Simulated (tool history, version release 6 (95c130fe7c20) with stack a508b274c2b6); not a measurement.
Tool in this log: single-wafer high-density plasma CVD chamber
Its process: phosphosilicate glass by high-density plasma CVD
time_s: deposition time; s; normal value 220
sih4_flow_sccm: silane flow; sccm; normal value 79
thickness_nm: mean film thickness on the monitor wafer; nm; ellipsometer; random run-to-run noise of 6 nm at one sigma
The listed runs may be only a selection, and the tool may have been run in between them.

run    hour  time_s  sih4_flow_sccm  read-back reference wafer on the same gauge, thickness_nm  thickness_nm
  1       0     189              76                                                   1658.924       1301.22
  2      98     220              79                                                   1662.309      1542.025
  3   171.1     203              85                                                   1660.355      1488.909
  4   438.6     203              85                                                   1659.845      1481.046
  5   534.3     203              85                                                   1659.088      1468.854
  6   604.5     220              68                                                   1658.114       1413.45
  7   674.1     192              79                                                   1660.391      1341.539
  8   732.4     220              79                                                   1659.304      1544.211
  9   804.1     220              67                                                   1660.196      1386.516
 10   874.5     220              79                                                   1661.392      1531.373
 11   973.1     220              79                                                   1661.187      1530.493
 12  1032.4     220              79                                                   1660.197      1521.653
 13  1116.9     220              79                                                   1660.196      1526.464
 14  1209.9     220              79                                                   1660.974      1522.714
 15    1297     209              79                                                   1657.691      1444.769
 16  1380.3     220              79                                                   1659.989      1529.226
     1427.3  -- gauge calibrated
 17  1471.9     220              79                                                   1661.292      1517.894
 18  1509.9     196              79                                                   1659.694      1356.448
 19  1555.7     196              79                                                   1659.458      1354.432
 20    1603     194              86                                                   1660.211      1404.384
 21  1685.9     178              83                                                   1661.474      1270.081
     1703.8  -- silane flow controller replaced
 22  1728.4     220              90                                                   1660.969      1725.422
 23  1807.7     176              84                                                   1659.391      1316.803
 24  1895.3     178              73                                                   1659.873      1227.938
 25  1960.1     241              95                                                   1660.994      1938.503
 26  2032.8     220              79                                                   1659.416      1583.011
 27  2085.6     203              85                                                   1661.252      1536.029
 28  2184.5     220              79                                                   1659.881      1584.074
 29    2262     177              71                                                   1660.511      1198.865
 30  2358.1     220              65                                                   1660.226      1431.016
 31  2423.1     220              79                                                   1659.814      1591.476

Estimate the outcome of run 32 from the log above:
 32  2479.2     185              84                                                          ?             ?

{"run 32": {"read-back reference wafer on the same gauge, thickness_nm": 1659.747, "thickness_nm": 1384.693}}
The same run, on a tool lacking any hidden state, would have yielded thickness_nm 1377.367 nm.
